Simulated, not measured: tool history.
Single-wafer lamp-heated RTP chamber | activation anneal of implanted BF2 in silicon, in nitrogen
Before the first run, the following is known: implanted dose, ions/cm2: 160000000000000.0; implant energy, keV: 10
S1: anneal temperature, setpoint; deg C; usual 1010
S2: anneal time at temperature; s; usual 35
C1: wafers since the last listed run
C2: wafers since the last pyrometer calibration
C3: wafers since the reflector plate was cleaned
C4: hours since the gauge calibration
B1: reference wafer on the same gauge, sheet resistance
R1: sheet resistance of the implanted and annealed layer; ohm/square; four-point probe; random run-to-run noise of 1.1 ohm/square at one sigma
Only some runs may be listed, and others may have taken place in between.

run	hour	S1	S2	C1	C2	C3	C4	B1	R1
1	0	1010	35	0	2756	1861	405.3	750.21	754.37
2	65.1	1010	35	1105	3861	2967	470.4	751.09	753.23
3	106.8	1010	35	708	4569	3675	512.1	750.44	751.03
# hour 134.7: reflector plate cleaned
# hour 197.5: pyrometer window cleaned and pyrometer calibrated
4	201	1010	35	1327	59	990	606.3	751.19	757.36
5	284.2	1010	35	1412	1472	2402	689.5	750.97	752.4
6	325.9	1010	35	708	2180	3110	731.2	751.18	754.87
# hour 335.5: reflector plate cleaned
7	397.2	1010	35	1074	3254	1047	802.5	751.13	754.41
8	473.4	995	45	1293	4548	2341	878.7	750.81	753.68
9	560.2	983	15	1473	6022	3815	965.5	750.96	781.5
# hour 570.1: pyrometer window cleaned and pyrometer calibrated
# hour 579.3: gauge calibrated
# hour 580.9: reflector plate cleaned
10	645.2	1010	56	1171	1139	1090	65.9	751.4	742.91
11	767.6	1010	54	2078	3217	3169	188.3	751.01	740
# hour 802.6: reflector plate cleaned
12	810.4	1010	35	590	3808	132	231.1	751.73	756.41
13	888.5	992	35	1326	5134	1458	309.2	750.41	759.56
14	953.3	1010	35	1100	6234	2559	374	751.12	749.11
# hour 982: pyrometer window cleaned and pyrometer calibrated
15	1016.9	986	29	944	592	3503	437.6	751.54	770.57

3 options for the next run, each taken on its own from the tool as it stands now. Forecast them:
A	1017.3	1020	35	6	598	3510	438	?	?
B	1017.3	987	50	6	598	3510	438	?	?
C	1017.3	1010	26	6	598	3510	438	?	?

run	B1	R1
A	751.24	752.47
B	751.24	761.33
C	751.24	766.14
Had the tool no hidden state, the same runs would have come out as:
run	R1
A	757.06
B	765.94
C	770.24
